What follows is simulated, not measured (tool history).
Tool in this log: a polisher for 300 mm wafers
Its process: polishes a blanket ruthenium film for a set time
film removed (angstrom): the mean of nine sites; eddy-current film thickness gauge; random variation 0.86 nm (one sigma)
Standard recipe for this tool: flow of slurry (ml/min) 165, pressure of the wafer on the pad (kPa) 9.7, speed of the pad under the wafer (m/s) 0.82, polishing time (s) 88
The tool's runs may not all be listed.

run     day  flow of slurry (ml/min)  pressure of the wafer on the pad (kPa)  speed of the pad under the wafer (m/s)  polishing time (s)  wafers since the last listed run  wafers polished on this pad  hours since the slurry nozzle was cleaned  hours since the head pressure was calibrated  incoming thickness of the incoming film, nm  film removed (angstrom)
  1       0                      165                                     9.7                                    0.82                  88                                 0                          571                                      223.4                                         899.7                                        319.8                      678
  2    0.35                      165                                     9.7                                    0.82                  88                                70                          641                                      231.8                                         908.1                                        317.4                      680
  3   1.012                      165                                     9.7                                    0.82                  88                               133                          774                                      247.7                                           924                                        324.7                      688
      1.625  -- worn pad replaced by a new one
  4   1.646                      165                                     9.7                                     0.6                  88                                93                            3                                      262.9                                         939.2                                        324.9                      503
  5   1.796                      165                                     9.7                                     0.7                  88                                30                           33                                      266.5                                         942.8                                        323.8                      583
  6   2.058                      165                                     9.7                                     0.7                  88                                52                           86                                      272.8                                         949.1                                        317.3                      585
  7   2.521                      165                                     9.7                                     0.7                  88                                92                          179                                      283.9                                         960.2                                        318.8                      600
  8   3.104                      165                                    11.7                                    0.82                  88                               117                          296                                      297.9                                         974.2                                        316.6                      791
  9     3.8                      165                                    11.7                                    0.82                  88                               139                          436                                      314.6                                         990.9                                        318.8                      768
 10   4.383                      165                                     9.7                                    0.82                  88                               117                          553                                      328.6                                        1004.9                                        314.7                      678
 11   4.921                      165                                     9.7                                    0.82                  88                               107                          661                                      341.5                                        1017.8                                        317.4                      689
      5.671  -- worn pad replaced by a new one
 12   5.692                      165                                     9.7                                    0.82                  88                               121                            4                                        360                                        1036.3                                        322.1                      686
 13   6.071                      165                                     9.7                                    0.82                  88                                76                           80                                      369.1                                        1045.4                                        321.6                      699
 14   6.533                      180                                     9.7                                    0.82                  59                                92                          173                                      380.2                                        1056.5                                        316.9                      477
      6.988  -- slurry nozzle cleaned
 15   7.233                      140                                     9.7                                       1                  59                               132                          305                                        5.9                                        1073.3                                        324.7                      546
 16   7.788                      135                                     7.6                                    0.82                 103                               111                          416                                       19.2                                        1086.6                                        320.1                      662
 17    8.45                      225                                      11                                    0.82                  75                               133                          549                                       35.1                                        1102.5                                        323.2                      661
 18   8.925                      165                                    11.7                                    0.92                 113                                95                          644                                       46.5                                        1113.9                                        321.4                     1105
      9.321  -- worn pad replaced by a new one
      9.458  -- head pressure recalibrated
 19    9.65                      165                                     9.7                                    0.66                  75                                95                           49                                       63.9                                           4.6                                        323.1                      477
 20   9.996                      165                                     7.6                                    0.96                  60                                69                          118                                       72.2                                          12.9                                        320.5                      468
 21   10.65                      165                                    11.7                                    0.92                 113                               131                          250                                       87.9                                          28.6                                        317.6                     1122
 22  11.292                      165                                     9.7                                    0.82                  80                               128                          378                                      103.3                                            44                                        324.8                      616
 23  11.892                      195                                     6.2                                    0.54                 100                               120                          499                                      117.7                                          58.4                                          323                      412
 24  12.367                      105                                     9.7                                    0.82                  88                                95                          594                                      129.1                                          69.8                                        320.7                      630
     13.117  -- worn pad replaced by a new one
 25  13.138                      165                                     9.7                                    0.82                  88                               121                            3                                      147.6                                          88.3                                        325.2                      674
 26  13.467                      165                                     7.6                                    0.82                  88                                66                           69                                      155.5                                          96.2                                        320.2                      592
 27  14.046                      115                                     6.9                                     0.9                  88                               116                          186                                      169.4                                         110.1                                        326.3                      581

5 options for the next run, each taken on its own from the tool as it stands now. Forecast them:
  A  14.062                      165                                     9.7                                    0.82                  88                                 3                          189                                      169.8                                         110.5                                          315                        ?
  B  14.062                      165                                    11.7                                     0.6                  88                                 3                          189                                      169.8                                         110.5                                          315                        ?
  C  14.062                      165                                     9.7                                    0.54                  88                                 3                          189                                      169.8                                         110.5                                          315                        ?
  D  14.062                      165                                     8.3                                    0.82                  70                                 3                          189                                      169.8                                         110.5                                          315                        ?
  E  14.062                      195                                    12.4                                    0.62                 107                                 3                          189                                      169.8                                         110.5                                          315                        ?

run  film removed (angstrom)
  A                      668
  B                      552
  C                      440
  D                      486
  E                      739
Take away the tool's hidden state, keep each run's random variation, and the runs would have read:
run  film removed (angstrom)
  A                      668
  B                      552
  C                      440
  D                      486
  E                      739
